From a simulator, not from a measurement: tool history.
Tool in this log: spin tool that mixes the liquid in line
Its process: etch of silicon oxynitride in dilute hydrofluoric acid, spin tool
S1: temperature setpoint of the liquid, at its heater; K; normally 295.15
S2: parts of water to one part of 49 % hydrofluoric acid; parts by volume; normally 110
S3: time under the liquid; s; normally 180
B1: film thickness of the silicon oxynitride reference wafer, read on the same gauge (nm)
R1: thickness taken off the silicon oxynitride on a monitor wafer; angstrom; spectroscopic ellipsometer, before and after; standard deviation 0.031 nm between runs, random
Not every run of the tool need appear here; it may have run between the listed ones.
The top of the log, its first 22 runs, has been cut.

run	hour	S1	S2	S3	B1	R1
23	249.3	295.15	110	215	140.013	39.98
24	259	295.15	110	180	140.01	33.74
25	276.1	298.15	150	180	139.984	27.72
26	292.7	295.15	110	180	140.02	33.96
27	301.1	290.65	95	285	140.001	49.67
28	315.5	295.15	110	180	140.011	34.33
29	322.3	292.65	110	180	139.983	30.43
30	328.4	295.15	110	180	139.985	34.5
31	338.7	295.15	140	105	140.009	15.57
32	353.2	295.15	110	235	140.007	44.26

Here are 5 independent what-if runs from the current tool condition. What would each one return?
A	353.7	295.15	110	260	?	?
B	353.7	300.15	85	260	?	?
C	353.7	292.15	145	100	?	?
D	353.7	290.15	80	180	?	?
E	353.7	295.15	110	290	?	?

run	B1	R1
A	139.99	48.88
B	139.99	81.72
C	139.99	12.05
D	139.99	37.22
E	139.99	54.52
Without the tool's hidden state the same runs would have given:
run	R1
A	47.59
B	79.63
C	11.73
D	36.18
E	53.08
